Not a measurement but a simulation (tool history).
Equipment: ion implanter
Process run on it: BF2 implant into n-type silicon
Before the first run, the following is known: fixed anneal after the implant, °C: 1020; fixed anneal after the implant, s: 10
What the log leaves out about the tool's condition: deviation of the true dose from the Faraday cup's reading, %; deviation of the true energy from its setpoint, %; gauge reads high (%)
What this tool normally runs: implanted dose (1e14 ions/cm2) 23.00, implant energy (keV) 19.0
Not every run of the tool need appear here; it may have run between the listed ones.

run    hour  implanted dose (1e14 ions/cm2)  implant energy (keV)  wafers since the last listed run  hours since the last dose calibration  hours since the extraction supply was calibrated  hours since the gauge calibration  read-back reference wafer on the same gauge, sheet resistance  sheet resistance of the implanted and annealed layer (ohm/square)
  1     0.0                           25.11                  19.0                                 0                                  803.5                                            4060.7                             2101.3                                                         192.09                                                             179.15
  2    70.7                           26.47                  19.0                              1236                                  874.2                                            4131.4                             2172.0                                                         192.04                                                             177.85
  3   172.7                           23.00                  16.0                              1783                                  976.2                                            4233.4                             2274.0                                                         191.94                                                             193.82
  4   237.0                           23.00                  16.0                              1124                                 1040.5                                            4297.7                             2338.3                                                         192.03                                                             194.72
  5   341.5                           23.00                  19.0                              1827                                 1145.0                                            4402.2                             2442.8                                                         191.99                                                             179.98
  6   622.2                           23.00                  19.0                              4909                                 1425.7                                            4682.9                             2723.5                                                         192.09                                                             179.95
      734.9  -- Faraday cup replaced and dose calibrated
  7   808.5                           26.61                  20.5                              3118                                   73.6                                            4869.2                             2909.8                                                         192.05                                                             172.13
  8   875.0                           23.00                  19.0                              1163                                  140.1                                            4935.7                             2976.3                                                         191.96                                                             180.25
  9   958.2                           23.00                  19.0                              1455                                  223.3                                            5018.9                             3059.5                                                         191.93                                                             180.20
 10  1009.8                           23.00                  19.0                               902                                  274.9                                            5070.5                             3111.1                                                         191.95                                                             180.93
 11  1088.0                           23.00                  19.0                              1367                                  353.1                                            5148.7                             3189.3                                                         192.00                                                             180.28
 12  1165.3                           23.00                  19.0                              1351                                  430.4                                            5226.0                             3266.6                                                         191.99                                                             180.63
 13  1259.5                           23.00                  19.0                              1647                                  524.6                                            5320.2                             3360.8                                                         192.06                                                             180.31
 14  1339.5                           23.00                  19.0                              1399                                  604.6                                            5400.2                             3440.8                                                         191.99                                                             180.46
 15  1421.9                           23.00                  19.0                              1441                                  687.0                                            5482.6                             3523.2                                                         191.98                                                             179.85
 16  1525.1                           23.00                  19.0                              1804                                  790.2                                            5585.8                             3626.4                                                         191.96                                                             180.39
 17  1587.5                           23.00                  19.0                              1091                                  852.6                                            5648.2                             3688.8                                                         192.06                                                             180.44
 18  1666.8                           23.00                  19.0                              1386                                  931.9                                            5727.5                             3768.1                                                         191.92                                                             181.26
     1685.9  -- gauge calibrated
 19  1761.5                           23.00                  14.5                              1656                                 1026.6                                            5822.2                               75.6                                                         192.00                                                             203.79
 20  1856.8                           18.89                  12.5                              1666                                 1121.9                                            5917.5                              170.9                                                         192.09                                                             220.67
 21  1919.6                           18.32                  19.0                              1098                                 1184.7                                            5980.3                              233.7                                                         192.05                                                             185.36
     1984.8  -- Faraday cup replaced and dose calibrated
 22  2014.1                           23.00                  19.0                              1512                                   29.3                                            6074.8                              328.2                                                         192.02                                                             181.02
 23  2055.7                           16.76                  19.0                               727                                   70.9                                            6116.4                              369.8                                                         191.92                                                             186.91
     2086.4  -- extraction supply calibrated
 24  2091.7                           23.00                  19.0                               489                                  106.9                                               5.3                              405.8                                                         192.00                                                             177.74
 25  2159.4                           23.00                  19.0                              1184                                  174.6                                              73.0                              473.5                                                         191.99                                                             176.92
 26  2222.0                           25.23                  19.0                              1094                                  237.2                                             135.6                              536.1                                                         191.99                                                             176.63
 27  2287.6                           23.00                  23.0                              1147                                  302.8                                             201.2                              601.7                                                         191.91                                                             161.81
 28  2363.1                           26.61                  20.5                              1320                                  378.3                                             276.7                              677.2                                                         191.93                                                             169.89
 29  2436.4                           25.80                  19.0                              1282                                  451.6                                             350.0                              750.5                                                         192.04                                                             176.60
 30  2475.3                           16.72                  24.5                               680                                  490.5                                             388.9                              789.4                                                         191.90                                                             161.89
 31  2512.0                           23.00                  16.0                               641                                  527.2                                             425.6                              826.1                                                         191.99                                                             192.31
 32  2566.7                           28.07                  21.5                               956                                  581.9                                             480.3                              880.8                                                         191.91                                                             165.48
 33  2669.1                           23.00                  19.0                              1790                                  684.3                                             582.7                              983.2                                                         191.99                                                             177.65
 34  2765.8                           27.04                  21.5                              1691                                  781.0                                             679.4                             1079.9                                                         191.96                                                             165.56

Predict the results of run 35:
 35  2867.8                           20.02                  13.0                              1783                                  883.0                                             781.4                             1181.9                                                              ?                                                                  ?

Run 35 came out at read-back reference wafer on the same gauge, sheet resistance 191.95, sheet resistance of the implanted and annealed layer (ohm/square) 212.80.
Had the tool carried no hidden state, the very same run would have given sheet resistance of the implanted and annealed layer (ohm/square) 212.27.
